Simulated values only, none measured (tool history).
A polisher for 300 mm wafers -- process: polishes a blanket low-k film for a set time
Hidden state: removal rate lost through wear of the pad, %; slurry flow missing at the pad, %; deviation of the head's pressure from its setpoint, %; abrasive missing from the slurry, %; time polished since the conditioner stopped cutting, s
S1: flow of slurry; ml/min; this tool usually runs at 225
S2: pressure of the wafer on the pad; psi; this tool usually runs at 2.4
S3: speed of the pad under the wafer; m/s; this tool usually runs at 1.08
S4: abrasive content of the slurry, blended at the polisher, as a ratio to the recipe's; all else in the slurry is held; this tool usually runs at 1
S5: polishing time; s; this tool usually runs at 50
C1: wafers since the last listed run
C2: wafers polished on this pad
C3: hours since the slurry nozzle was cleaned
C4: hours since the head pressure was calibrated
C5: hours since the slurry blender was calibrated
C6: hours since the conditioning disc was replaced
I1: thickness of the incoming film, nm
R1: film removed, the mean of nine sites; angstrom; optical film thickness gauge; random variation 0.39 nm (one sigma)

run	day	S1	S2	S3	S4	S5	C1	C2	C3	C4	C5	C6	I1	R1
1	0	245	2.4	1.08	1	50	0	1916	663.4	953.8	73.8	335.7	375	285
2	2.029	245	2.4	1.08	1	50	336	2252	712.1	1002.5	122.5	384.4	375.5	292
# day 3.521: head pressure recalibrated
3	5.112	245	2.4	1.08	1	50	497	2749	786.1	38.2	196.5	458.4	375.2	281
4	8.708	280	2.4	1.08	1	50	596	3346	872.4	124.5	282.8	544.7	368.6	283
5	10.225	225	1.8	1.08	1	50	251	3597	908.8	160.9	319.2	581.1	365	228
# day 12.067: slurry nozzle cleaned
6	13.646	175	2.4	1.08	0.85	50	560	4157	37.9	243	401.3	663.2	373.5	250
# day 14.783: conditioning disc replaced and pad reconditioned
7	16.758	225	2.4	1.08	1	50	502	4660	112.6	317.7	476	47.4	369.7	272
# day 19.325: worn pad replaced by a new one
8	20.712	185	2.4	1.08	1	64	627	229	207.5	412.6	570.9	142.3	372.3	327
9	22.329	225	2.4	1.08	1	50	268	497	246.3	451.4	609.7	181.1	367.2	258
10	25.017	225	2.4	1.08	1	50	445	943	310.8	515.9	674.2	245.6	368.7	249
# day 25.846: slurry blender recalibrated
11	28.562	225	2.4	1.08	1	50	574	1517	395.9	601	65.2	330.7	373	275
12	32.85	250	2.7	1.08	0.9	43	710	2228	498.8	703.9	168.1	433.6	375.3	249
13	40.312	225	2.4	1.08	1	50	1237	3465	677.9	883	347.2	612.7	363.8	275
# day 40.533: conditioning disc replaced and pad reconditioned
14	43.388	225	1.9	1.36	1.2	37	495	3961	751.7	956.8	421	68.5	373.8	223
15	45.592	225	2.4	0.82	1	50	365	4326	804.6	1009.7	473.9	121.4	372.2	212
# day 46.921: head pressure recalibrated
16	49.292	225	3.1	1.08	1.25	50	599	4926	893.4	56.9	562.7	210.2	369.3	332
# day 50.483: worn pad replaced by a new one
# day 52.475: slurry nozzle cleaned
17	53.417	295	2.4	0.72	0.75	35	649	479	22.6	155.9	661.7	309.2	377.5	119
# day 56.129: slurry blender recalibrated
18	57.467	225	1.9	1.08	0.9	50	657	1137	119.8	253.1	32.1	406.4	376.1	235
19	59.554	225	2.9	1.08	0.9	65	346	1483	169.9	303.2	82.2	456.5	370	395
20	63.679	190	2.4	1.08	1	50	683	2167	268.9	402.2	181.2	555.5	366.1	274
21	67.204	225	2.4	1.08	1	61	584	2751	353.5	486.8	265.8	640.1	365	332
# day 70.829: conditioning disc replaced and pad reconditioned
22	71.625	225	2.4	1.08	1	50	719	3470	459.6	592.9	371.9	19.1	369.5	270
23	74.542	225	2.4	1.08	1.15	50	483	3954	529.6	662.9	441.9	89.1	368.9	274
# day 75.921: worn pad replaced by a new one
24	78.025	225	3.1	1.08	1	62	549	349	613.2	746.5	525.5	172.7	369.5	383
25	80.15	225	2.4	1.3	1.2	50	352	701	664.2	797.5	576.5	223.7	369	317
# day 80.812: slurry blender recalibrated
26	82.396	225	2.4	1.08	1	50	358	1059	718.1	851.4	38	277.6	370.1	279

Predict each of these 3 candidate next runs independently; none follows another, all start after run 26:
A	82.412	225	2.4	1.08	1	45	2	1062	718.5	851.8	38.4	278	369.3	?
B	82.412	300	1.7	1.08	1	36	2	1062	718.5	851.8	38.4	278	369.3	?
C	82.412	185	2.4	1.08	1	50	2	1062	718.5	851.8	38.4	278	369.3	?

run	R1
A	255
B	170
C	279
Without the tool's hidden state the same runs would have given:
run	R1
A	255
B	170
C	279

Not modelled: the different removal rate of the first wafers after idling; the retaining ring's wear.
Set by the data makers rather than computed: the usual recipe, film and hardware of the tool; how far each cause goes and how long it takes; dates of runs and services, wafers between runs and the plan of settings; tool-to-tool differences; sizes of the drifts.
